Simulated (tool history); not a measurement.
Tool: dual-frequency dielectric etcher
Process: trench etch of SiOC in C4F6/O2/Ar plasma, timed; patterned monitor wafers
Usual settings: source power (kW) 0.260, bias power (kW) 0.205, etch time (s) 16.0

run	hour	source power (kW)	bias power (kW)	etch time (s)	wafers since the last listed run	hours since the last wet clean	hours since the last source power generator calibration	hours since the last bias power generator calibration	hours since the last upper electrode change	hours since the gauge calibration	read-back reference wafer on the same gauge, depth_nm	mean etch depth across the wafer (nm)
1	0.0	0.260	0.205	16.0	0	1.3	2545.6	635.1	2847.4	719.1	28.60	26.95
2	53.9	0.260	0.205	16.0	762	55.2	2599.5	689.0	2901.3	773.0	28.54	27.37
3	368.0	0.260	0.205	16.0	4446	369.3	2913.6	1003.1	3215.4	1087.1	28.54	28.03
4	419.0	0.260	0.205	16.0	721	420.3	2964.6	1054.1	3266.4	1138.1	28.63	28.00
5	504.1	0.240	0.205	16.0	1204	505.4	3049.7	1139.2	3351.5	1223.2	28.63	27.56
# hour 589.1: gauge calibrated
6	595.8	0.240	0.205	16.0	1298	597.1	3141.4	1230.9	3443.2	6.7	28.63	28.18
7	645.9	0.240	0.205	16.0	709	647.2	3191.5	1281.0	3493.3	56.8	28.60	28.21
# hour 687.2: wet clean of the chamber
8	821.4	0.260	0.205	16.0	2144	134.2	3367.0	1456.5	3668.8	232.3	28.59	27.70
9	892.5	0.260	0.205	16.0	1006	205.3	3438.1	1527.6	3739.9	303.4	28.59	27.66
# hour 917.1: source power generator calibrated
10	965.0	0.260	0.205	16.0	969	277.8	47.9	1600.1	3812.4	375.9	28.64	28.32
11	1028.1	0.260	0.205	16.0	893	340.9	111.0	1663.2	3875.5	439.0	28.66	28.33
12	1065.6	0.280	0.180	14.5	530	378.4	148.5	1700.7	3913.0	476.5	28.63	24.83
13	1115.1	0.260	0.205	16.0	700	427.9	198.0	1750.2	3962.5	526.0	28.54	28.47
14	1212.1	0.260	0.205	16.0	1373	524.9	295.0	1847.2	4059.5	623.0	28.54	28.38
# hour 1304.2: wet clean of the chamber
15	1304.7	0.280	0.205	13.5	971	0.5	387.6	1939.8	4152.1	715.6	28.54	23.31
# hour 1341.3: upper electrode replaced
16	1352.4	0.260	0.249	16.0	335	48.2	435.3	1987.5	11.1	763.3	28.63	29.95
17	1411.7	0.260	0.164	16.0	839	107.5	494.6	2046.8	70.4	822.6	28.67	25.43
18	1464.8	0.280	0.205	13.5	751	160.6	547.7	2099.9	123.5	875.7	28.59	23.61
19	1548.2	0.300	0.205	14.5	1180	244.0	631.1	2183.3	206.9	959.1	28.54	26.00
# hour 1611.9: bias power generator calibrated
# hour 1816.1: gauge calibrated
20	1866.2	0.290	0.236	11.5	4444	562.0	949.1	254.3	524.9	50.1	28.59	22.24
21	1935.7	0.280	0.180	14.5	983	631.5	1018.6	323.8	594.4	119.6	28.65	25.21
22	1986.8	0.230	0.228	18.5	723	682.6	1069.7	374.9	645.5	170.7	28.60	33.80
# hour 2021.3: wet clean of the chamber
23	2287.3	0.260	0.205	13.0	3913	266.0	1370.2	675.4	946.0	471.2	28.56	22.90

Forecast each of these 3 alternatives for the next run:
A	2287.7	0.230	0.205	16.0	5	266.4	1370.6	675.8	946.4	471.6	?	?
B	2287.7	0.210	0.205	19.0	5	266.4	1370.6	675.8	946.4	471.6	?	?
C	2287.7	0.260	0.220	20.5	5	266.4	1370.6	675.8	946.4	471.6	?	?

run	read-back reference wafer on the same gauge, depth_nm	mean etch depth across the wafer (nm)
A	28.61	27.42
B	28.61	31.92
C	28.61	37.15
Without the tool's hidden state the same runs would have given:
run	mean etch depth across the wafer (nm)
A	26.65
B	31.03
C	36.10
